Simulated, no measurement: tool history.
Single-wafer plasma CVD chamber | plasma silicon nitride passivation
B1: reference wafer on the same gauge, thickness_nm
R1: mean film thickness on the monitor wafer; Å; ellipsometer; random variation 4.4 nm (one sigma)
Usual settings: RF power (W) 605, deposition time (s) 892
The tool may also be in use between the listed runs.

Run 1, hour 0.0: usual settings but RF power (W) 665, deposition time (s) 847; B1 1569.743. Result: R1 14205.63 Å.
Run 2, hour 47.1: usual settings but RF power (W) 665, deposition time (s) 847; B1 1569.830. Result: R1 14233.59 Å.
Run 3, hour 89.4: usual settings but RF power (W) 665, deposition time (s) 847; B1 1570.947. Result: R1 14247.30 Å.
Run 4, hour 388.8: usual settings; B1 1568.844. Result: R1 14549.34 Å.
At hour 447.6: showerhead replaced.
Run 5, hour 483.8: usual settings; B1 1569.394. Result: R1 14485.60 Å.
At hour 546.8: RF generator calibrated.
Run 6, hour 550.8: usual settings; B1 1569.683. Result: R1 14757.74 Å.
Run 7, hour 636.6: usual settings; B1 1570.117. Result: R1 14887.53 Å.
Run 8, hour 731.6: usual settings but deposition time (s) 842; B1 1568.530. Result: R1 13976.10 Å.
Run 9, hour 808.5: usual settings but RF power (W) 705, deposition time (s) 1042; B1 1566.795. Result: R1 17857.65 Å.
Run 10, hour 846.6: usual settings but RF power (W) 725; B1 1569.965. Result: R1 15498.15 Å.
Run 11, hour 938.9: usual settings but RF power (W) 515, deposition time (s) 1044; B1 1569.375. Result: R1 16666.24 Å.
Run 12, hour 992.8: usual settings but RF power (W) 685, deposition time (s) 767; B1 1570.736. Result: R1 13148.49 Å.
At hour 1126.4: gauge calibrated.
Run 13, hour 1223.0: usual settings but deposition time (s) 1011; B1 1572.012. Result: R1 16779.20 Å.
Run 14, hour 1280.7: usual settings; B1 1569.450. Result: R1 14790.72 Å.
Run 15, hour 1384.4: usual settings; B1 1568.512. Result: R1 14761.93 Å.
Run 16, hour 1486.1: usual settings; B1 1568.351. Result: R1 14741.88 Å.

Some steps in R1 between neighbouring runs. How much of each would the tool show without its hidden state too (settings, what came in, random variation), and how much is left for the hidden state, with any gauge scatter that isn't in both results?
The hidden state here: delivered RF power above the setpoint (%); gauge reads high (%).
Run 5 -> 6: RF generator calibrated. R1 +272.14 Å: hidden state +265.79, all else +6.35.
Run 8 -> 9: RF power (W) 605 -> 705, deposition time (s) 842 -> 1042. R1 +3881.55 Å: hidden state -10.53, all else +3892.08.
